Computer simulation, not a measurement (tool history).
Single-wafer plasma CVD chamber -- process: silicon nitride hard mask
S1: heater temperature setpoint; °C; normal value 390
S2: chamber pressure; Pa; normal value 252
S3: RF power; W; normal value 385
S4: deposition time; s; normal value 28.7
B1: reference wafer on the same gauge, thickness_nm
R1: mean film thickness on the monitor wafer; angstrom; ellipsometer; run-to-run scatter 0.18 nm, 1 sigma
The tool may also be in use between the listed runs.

run	day	S1	S2	S3	S4	B1	R1
1	0	390	252	385	25.5	43.479	347.65
2	1.538	390	252	385	28.7	43.374	392.64
3	2.946	390	252	385	28.7	43.47	391.56
4	5.367	390	252	385	28.7	43.341	387.43
5	6.379	390	252	385	28.7	43.436	386.46
# day 6.692: gauge calibrated
6	9.2	390	252	385	31.1	43.473	417.6
7	10.917	385	283	385	31.2	43.402	429.91
8	13.246	384	287	415	28.7	43.417	412.07
# day 14.6: showerhead replaced
9	16.204	390	252	385	28.7	43.423	389.66
10	22.067	390	232	385	28.7	43.348	381.64
# day 25.992: capacitance manometer re-zeroed and calibrated
11	28.842	395	231	320	25.1	43.442	308.28
12	31.429	390	268	385	23.6	43.42	329.94
13	33.292	382	252	385	28.7	43.439	399.73
14	35.321	390	252	385	25.6	43.267	353.02
# day 38.058: thermocouple changed; heater temperature recalibrated
15	41.508	390	252	385	28.7	43.432	395.56
16	42.612	382	223	385	28.7	43.462	388.37
17	44.675	405	252	335	28.7	43.473	367.02
# day 45.85: RF generator calibrated
18	47.392	390	252	385	28.7	43.322	398.61
19	49.458	390	199	340	33.4	43.417	412.06
20	53.096	390	252	385	25.5	43.34	352.12
21	55.788	390	252	385	28.7	43.44	394.75
22	57.525	390	252	385	28.7	43.409	394.53
23	59.667	390	252	385	33.4	43.441	455.89
24	61.196	381	252	360	34.3	43.376	456.32
25	62.812	378	193	385	31.1	43.403	410.69
26	64.879	390	196	325	28.7	43.287	345.3
27	67.271	395	231	320	25.1	43.422	311.39
28	68.842	390	203	385	28.7	43.433	382.78

Here are 5 independent what-if runs from the current tool condition. What would each one return?
A	68.858	390	252	385	28.7	?	?
B	68.858	398	252	385	24.4	?	?
C	68.858	390	219	385	27	?	?
D	68.858	396	276	320	26.7	?	?
E	68.858	396	283	385	28.7	?	?

run	B1	R1
A	43.39	396.1
B	43.39	335.59
C	43.39	363.81
D	43.39	339.25
E	43.39	402.82
Without the tool's unlogged condition, the same runs would have read:
run	R1
A	396.67
B	336.07
C	364.33
D	339.7
E	403.35
